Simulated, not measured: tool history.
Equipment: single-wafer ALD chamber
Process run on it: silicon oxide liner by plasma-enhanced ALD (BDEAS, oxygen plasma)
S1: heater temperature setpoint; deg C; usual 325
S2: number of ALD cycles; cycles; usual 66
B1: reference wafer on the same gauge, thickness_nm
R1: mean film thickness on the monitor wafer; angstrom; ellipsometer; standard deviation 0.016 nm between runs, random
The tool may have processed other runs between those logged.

Run 1, day 0: usual settings; B1 5.892. Result: R1 62.74 angstrom.
Run 2, day 4.208: usual settings; B1 5.886. Result: R1 62.79 angstrom.
Run 3, day 7.275: usual settings; B1 5.888. Result: R1 62.97 angstrom.
Run 4, day 9.533: usual settings; B1 5.892. Result: R1 63.09 angstrom.
Run 5, day 12.058: usual settings; B1 5.891. Result: R1 62.37 angstrom.
At day 14.029: thermocouple changed; heater temperature recalibrated.
Run 6, day 15.088: usual settings; B1 5.887. Result: R1 62.7 angstrom.
Run 7, day 16.904: usual settings; B1 5.887. Result: R1 62.8 angstrom.
Run 8, day 20.604: usual settings; B1 5.891. Result: R1 62.71 angstrom.
Run 9, day 22.538: usual settings but S1 330 deg C, S2 57 cycles; B1 5.894. Result: R1 53.64 angstrom.
Run 10, day 25.108: usual settings but S1 312 deg C, S2 79 cycles; B1 5.885. Result: R1 76.82 angstrom.
At day 25.192: gauge calibrated.
Run 11, day 26.833: usual settings but S1 313 deg C, S2 79 cycles; B1 5.892. Result: R1 76.51 angstrom.
Run 12, day 31.204: usual settings but S1 316 deg C, S2 61 cycles; B1 5.888. Result: R1 58.82 angstrom.
Run 13, day 33.388: usual settings; B1 5.888. Result: R1 62.99 angstrom.
Run 14, day 35.038: usual settings but S1 315 deg C, S2 74 cycles; B1 5.891. Result: R1 71.47 angstrom.
Run 15, day 38.3: usual settings; B1 5.894. Result: R1 62.93 angstrom.
Run 16, day 40.554: usual settings but S2 58 cycles; B1 5.888. Result: R1 55.01 angstrom.

Alternative continuations, all from the tool just after run 16; predict every row:
Run A, day 40.575: usual settings but S1 320 deg C; B1 ?. Result: R1 ?.
Run B, day 40.575: usual settings but S1 319 deg C, S2 75 cycles; B1 ?. Result: R1 ?.
Run C, day 40.575: usual settings but S1 333 deg C, S2 72 cycles; B1 ?. Result: R1 ?.
Run D, day 40.575: usual settings but S2 73 cycles; B1 ?. Result: R1 ?.
Run E, day 40.575: usual settings but S1 315 deg C, S2 78 cycles; B1 ?. Result: R1 ?.

run     B1     R1
  A  5.891  63.23
  B  5.891  71.96
  C  5.891   67.5
  D  5.891  69.36
  E  5.891  75.33
Without the tool's hidden state the same runs would have given:
run     R1
  A  63.23
  B  71.96
  C   67.5
  D  69.36
  E  75.33
